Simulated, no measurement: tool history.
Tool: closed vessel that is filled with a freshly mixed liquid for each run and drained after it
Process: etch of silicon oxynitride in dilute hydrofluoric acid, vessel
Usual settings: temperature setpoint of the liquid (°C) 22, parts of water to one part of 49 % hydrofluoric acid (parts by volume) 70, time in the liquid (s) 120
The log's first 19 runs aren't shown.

run	hour	temperature setpoint of the liquid (°C)	parts of water to one part of 49 % hydrofluoric acid (parts by volume)	time in the liquid (s)	wafers since the last listed run	hours since the thermometer was replaced	hours since the hydrofluoric acid flow meter was replaced	hours since the gauge calibration	read-back film thickness of the silicon oxynitride reference wafer, read on the same gauge (nm)	thickness taken off the silicon oxynitride on a monitor wafer (angstrom)
# hour 1059.4: gauge calibrated
20	1062.9	22	70	120	2435	338.3	336.8	3.5	100.17	65.9
21	1094.9	22	70	160	2929	370.3	368.8	35.5	100.16	86.9
22	1125	22	70	120	2755	400.4	398.9	65.6	100.16	65.7
23	1163.9	22	95	180	3561	439.3	437.8	104.5	100.13	70.9
24	1201.4	26.5	70	60	3433	476.8	475.3	142	100.09	41.2
25	1250.2	22	45	75	4468	525.6	524.1	190.8	100.1	64.6
26	1284.3	22	70	100	3122	559.7	558.2	224.9	100.06	55.2
27	1344	24	45	190	5466	619.4	617.9	284.6	99.98	180.3
28	1376	22	70	150	2929	651.4	649.9	316.6	99.94	81.7
29	1404.5	22	70	120	2609	679.9	678.4	345.1	99.9	66.1
30	1472.9	26	70	100	6262	748.3	746.8	413.5	99.78	66.8
31	1519.3	22	50	70	4248	794.7	793.2	459.9	99.7	53.7
32	1570.2	22	70	120	4660	845.6	844.1	510.8	99.6	64.5
33	1600.4	22	70	185	2765	875.8	874.3	541	99.51	99.6

4 ways to go on from here, each from the tool as it stands after run 33. What would each give?
A	1601.1	22	35	120	64	876.5	875	541.7	?	?
B	1601.1	19	90	80	64	876.5	875	541.7	?	?
C	1601.1	19.5	85	180	64	876.5	875	541.7	?	?
D	1601.1	22	70	170	64	876.5	875	541.7	?	?

run	read-back film thickness of the silicon oxynitride reference wafer, read on the same gauge (nm)	thickness taken off the silicon oxynitride on a monitor wafer (angstrom)
A	99.51	135.5
B	99.51	29.1
C	99.51	71.3
D	99.51	93.5
Without the tool's hidden state the same runs would have given:
run	thickness taken off the silicon oxynitride on a monitor wafer (angstrom)
A	136.2
B	29.2
C	71.6
D	94

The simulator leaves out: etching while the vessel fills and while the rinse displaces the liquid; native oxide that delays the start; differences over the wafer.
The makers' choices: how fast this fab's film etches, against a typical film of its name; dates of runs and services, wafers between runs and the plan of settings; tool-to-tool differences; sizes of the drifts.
